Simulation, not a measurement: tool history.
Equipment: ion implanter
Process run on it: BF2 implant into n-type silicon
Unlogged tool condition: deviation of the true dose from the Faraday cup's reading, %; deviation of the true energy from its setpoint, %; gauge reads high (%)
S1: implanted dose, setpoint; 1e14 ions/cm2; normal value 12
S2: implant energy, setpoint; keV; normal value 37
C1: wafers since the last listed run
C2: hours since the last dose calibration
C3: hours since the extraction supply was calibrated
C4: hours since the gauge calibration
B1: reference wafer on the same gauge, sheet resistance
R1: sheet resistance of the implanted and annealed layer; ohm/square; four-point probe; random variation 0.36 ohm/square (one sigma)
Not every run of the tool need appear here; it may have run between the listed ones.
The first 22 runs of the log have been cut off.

run     day     S1    S2    C1     C2      C3     C4      B1      R1
     22.812  -- Faraday cup replaced and dose calibrated
 23  22.946     12    37   125    3.2  3595.1  180.5  141.49  126.86
     23.592  -- extraction supply calibrated
 24  23.612  10.87  33.5   188   19.2     0.5  196.5  141.47  137.24
 25  25.938  14.09    46  1316     75    56.3  252.3   141.7  110.11
 26  26.446  15.15  33.5   287   87.2    68.5  264.5   141.7  123.52
 27  27.179     11  30.5   415  104.8    86.1  282.1     142  141.34
 28  28.138     12    37   542  127.8   109.1  305.1  142.19  127.83
 29  29.208     12    37   606  153.5   134.8  330.8  142.29  127.28
 30  29.967  13.59    28   429  171.7     153    349  142.55  136.62
 31  31.242  10.41    31   721  202.3   183.6  379.6  142.84  144.76
 32  32.521  10.13  45.5   724    233   214.3  410.3  143.04  131.05
     32.712  -- gauge calibrated
 33  33.967     12    37   818  267.7     249   30.1  141.07  126.46
 34  37.329   10.7    25  1904  348.4   329.7  110.8  141.14   152.7

4 options for the next run, each taken on its own from the tool as it stands now. Forecast them:
  A  37.346     12    37   9  348.8  330.1  111.2   ?   ?
  B  37.346  14.52  31.5   9  348.8  330.1  111.2   ?   ?
  C  37.346  14.16    37   9  348.8  330.1  111.2   ?   ?
  D  37.346   9.52    45   9  348.8  330.1  111.2   ?   ?

run      B1      R1
  A  141.06  126.18
  B  141.06  126.38
  C  141.06  119.14
  D  141.06  134.45
Without the tool's hidden state the same runs would have given:
run      R1
  A  126.01
  B  126.21
  C  118.98
  D  134.27

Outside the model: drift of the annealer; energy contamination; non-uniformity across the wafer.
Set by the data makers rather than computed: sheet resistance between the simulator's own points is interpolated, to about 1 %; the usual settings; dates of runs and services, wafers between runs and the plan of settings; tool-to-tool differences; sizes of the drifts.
